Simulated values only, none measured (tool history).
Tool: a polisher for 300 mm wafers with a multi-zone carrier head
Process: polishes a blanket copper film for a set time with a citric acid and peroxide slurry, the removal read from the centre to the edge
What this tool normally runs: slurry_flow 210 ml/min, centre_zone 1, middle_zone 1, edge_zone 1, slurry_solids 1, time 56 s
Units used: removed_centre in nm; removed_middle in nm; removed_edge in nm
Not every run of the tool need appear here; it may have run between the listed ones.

run    hour  slurry_flow  centre_zone  middle_zone  edge_zone  slurry_solids  time  wafers since the last listed run  wafers polished on this pad  hours since the slurry nozzle was cleaned  hours since the centre zone pressure was calibrated  hours since the edge zone pressure was calibrated  hours since the carrier head's membrane was replaced  incoming thickness of the incoming film, nm  removed_centre  removed_middle  removed_edge
  1       0          210            1         1.04          1              1    56                                 0                         2665                                      497.8                                                314.9                                              633.1                                                1446.5                                       1286.3           143.3           148.4         150.1
       37.1  -- edge zone pressure recalibrated
         65  -- worn pad replaced by a new one
       76.3  -- slurry nozzle cleaned
  2   107.7          210            1         1.04          1              1    56                               759                          314                                       31.4                                                422.6                                               70.6                                                1554.2                                       1281.9           149.6           157.4         156.1
  3   155.9          210            1            1          1              1    56                               363                          677                                       79.6                                                470.8                                              118.8                                                1602.4                                       1270.5           149.3           151.7         158.4
  4     244          210            1            1          1              1    56                               664                         1342                                      167.7                                                558.9                                              206.9                                                1690.5                                       1282.5           144.8           148.7         153.9
  5   304.5          210            1            1          1              1    56                               456                         1798                                      228.2                                                619.4                                              267.4                                                  1751                                       1279.8           144.4           148.4         152.7
  6   401.6          210            1            1          1              1    56                               732                         2530                                      325.3                                                716.5                                              364.5                                                1848.1                                       1266.4           145.2           147.1         153.1
  7   453.7          210            1            1          1              1    56                               392                         2923                                      377.4                                                768.6                                              416.6                                                1900.2                                         1271           145.6           145.2         150.5
  8   495.8          210            1            1          1              1    56                               317                         3241                                      419.5                                                810.7                                              458.7                                                1942.3                                       1268.1           142.6           146.4           150
      535.1  -- worn pad replaced by a new one
  9     558          210         1.06            1       0.91              1    56                               438                          172                                      481.7                                                872.9                                              520.9                                                2004.5                                       1262.6           147.5           145.8         144.1
      575.7  -- carrier head's membrane replaced by a new one
 10   597.6          210            1            1          1              1    56                               260                          433                                      521.3                                                912.5                                              560.5                                                  21.9                                       1286.5           142.9             144         149.2
      605.8  -- centre zone pressure recalibrated
      653.7  -- edge zone pressure recalibrated
      701.8  -- slurry nozzle cleaned
 11   702.3          210            1            1          1              1    56                               751                         1185                                        0.5                                                 96.5                                               48.6                                                 126.6                                       1282.9           154.1           153.2         159.8
 12   770.2          210            1            1          1              1    56                               512                         1697                                       68.4                                                164.4                                              116.5                                                 194.5                                       1278.4             153           150.8         155.1
     1011.1  -- worn pad replaced by a new one
 13  1084.8          210         0.92            1       1.07           1.15    56                              2342                          555                                        383                                                  479                                              431.1                                                 509.1                                         1289           143.1           153.3         161.7
 14  1186.7          210            1            1        0.9              1    56                               768                         1324                                      484.9                                                580.9                                                533                                                   611                                         1285           146.1           146.4         142.9
     1205.8  -- edge zone pressure recalibrated
       1238  -- slurry nozzle cleaned
 15  1274.9          210            1            1          1            1.2    46                               642                         1966                                       36.9                                                669.1                                               69.1                                                 699.2                                       1276.1           132.3             134         134.2
 16  1360.9          210         1.07            1          1            1.2    56                               648                         2615                                      122.9                                                755.1                                              155.1                                                 785.2                                       1253.7           162.2           156.6         164.2
     1387.3  -- worn pad replaced by a new one
     1429.9  -- centre zone pressure recalibrated
 17  1438.9          210            1            1       0.89           0.75    68                               542                          373                                      200.9                                                    9                                              233.1                                                 863.2                                       1278.1           165.4           167.5         161.3
 18  1520.5          210         1.08            1          1              1    46                               615                          989                                      282.5                                                 90.6                                              314.7                                                 944.8                                       1282.6           126.8           122.7         123.4
 19  1627.9          210            1            1          1            1.2    56                               809                         1799                                      389.9                                                  198                                              422.1                                                1052.2                                       1259.7           151.3           156.3         157.9
 20  1723.1          210            1            1          1            1.1    56                               717                         2517                                      485.1                                                293.2                                              517.3                                                1147.4                                         1277           147.9           151.3         154.3
       1775  -- worn pad replaced by a new one
 21  1792.6          210            1            1       0.89              1    56                               493                          132                                      554.6                                                362.7                                              586.8                                                1216.9                                       1290.7           142.3           146.6         142.8
     1800.3  -- edge zone pressure recalibrated
     1816.8  -- slurry nozzle cleaned
 22  1890.9          235         0.96         1.04          1              1    40                               718                          851                                       74.1                                                  461                                               90.6                                                1315.2                                       1256.7             107           114.2         112.2

Hidden state at the last listed run before each entry between runs and at the first one after, where it differs:
After run 1, before run 2: edge zone pressure recalibrated (hour 37.1); worn pad replaced by a new one (hour 65); slurry nozzle cleaned (hour 76.3)
  slurry flow missing at the pad, %: 30 -> 6.94
  measured result minus the result with no hidden state, removed_centre: -11.2 -> -1.9 nm; removed_middle: -10.3 -> -1.8 nm; removed_edge: -7.6 -> -1.3 nm
After run 8, before run 9: worn pad replaced by a new one (hour 535.1)
  slurry flow missing at the pad, %: 27.9 -> 28.8
  measured result minus the result with no hidden state, removed_centre: -10 -> -10.9 nm; removed_middle: -9.2 -> -9.5 nm; removed_edge: -6.8 -> -6.8 nm
After run 9, before run 10: carrier head's membrane replaced by a new one (hour 575.7)
  slurry flow missing at the pad, %: 28.8 -> 29.3
  measured result minus the result with no hidden state, removed_centre: -10.9 -> -10.8 nm; removed_middle: -9.5 -> -9.7 nm; removed_edge: -6.8 -> -7.2 nm
After run 10, before run 11: centre zone pressure recalibrated (hour 605.8); edge zone pressure recalibrated (hour 653.7); slurry nozzle cleaned (hour 701.8)
  slurry flow missing at the pad, %: 29.3 -> 1.44
  measured result minus the result with no hidden state, removed_centre: -10.8 -> -0.4 nm; removed_middle: -9.7 -> -0.3 nm; removed_edge: -7.2 -> -0.3 nm
After run 12, before run 13: worn pad replaced by a new one (hour 1011.1)
  slurry flow missing at the pad, %: 9.7 -> 25.8
  measured result minus the result with no hidden state, removed_centre: -2.8 -> -9 nm; removed_middle: -2.5 -> -8.5 nm; removed_edge: -1.9 -> -6.5 nm
After run 14, before run 15: edge zone pressure recalibrated (hour 1205.8); slurry nozzle cleaned (hour 1238)
  slurry flow missing at the pad, %: 27.5 -> 5.53
  measured result minus the result with no hidden state, removed_centre: -10.1 -> -1.4 nm; removed_middle: -8.9 -> -1.2 nm; removed_edge: -6.3 -> -0.8 nm
After run 16, before run 17: worn pad replaced by a new one (hour 1387.3); centre zone pressure recalibrated (hour 1429.9)
  slurry flow missing at the pad, %: 13.9 -> 18.9
  measured result minus the result with no hidden state, removed_centre: -4.5 -> -6.8 nm; removed_middle: -3.9 -> -6.1 nm; removed_edge: -3 -> -4.3 nm
After run 20, before run 21: worn pad replaced by a new one (hour 1775)
  slurry flow missing at the pad, %: 26.8 -> 27.5
  measured result minus the result with no hidden state, removed_centre: -9.8 -> -9.8 nm; removed_middle: -8.9 -> -9 nm; removed_edge: -6.5 -> -6.3 nm
After run 21, before run 22: edge zone pressure recalibrated (hour 1800.3); slurry nozzle cleaned (hour 1816.8)
  slurry flow missing at the pad, %: 27.5 -> 11.9
  measured result minus the result with no hidden state, removed_centre: -9.8 -> -2.2 nm; removed_middle: -9 -> -2.1 nm; removed_edge: -6.3 -> -1.5 nm

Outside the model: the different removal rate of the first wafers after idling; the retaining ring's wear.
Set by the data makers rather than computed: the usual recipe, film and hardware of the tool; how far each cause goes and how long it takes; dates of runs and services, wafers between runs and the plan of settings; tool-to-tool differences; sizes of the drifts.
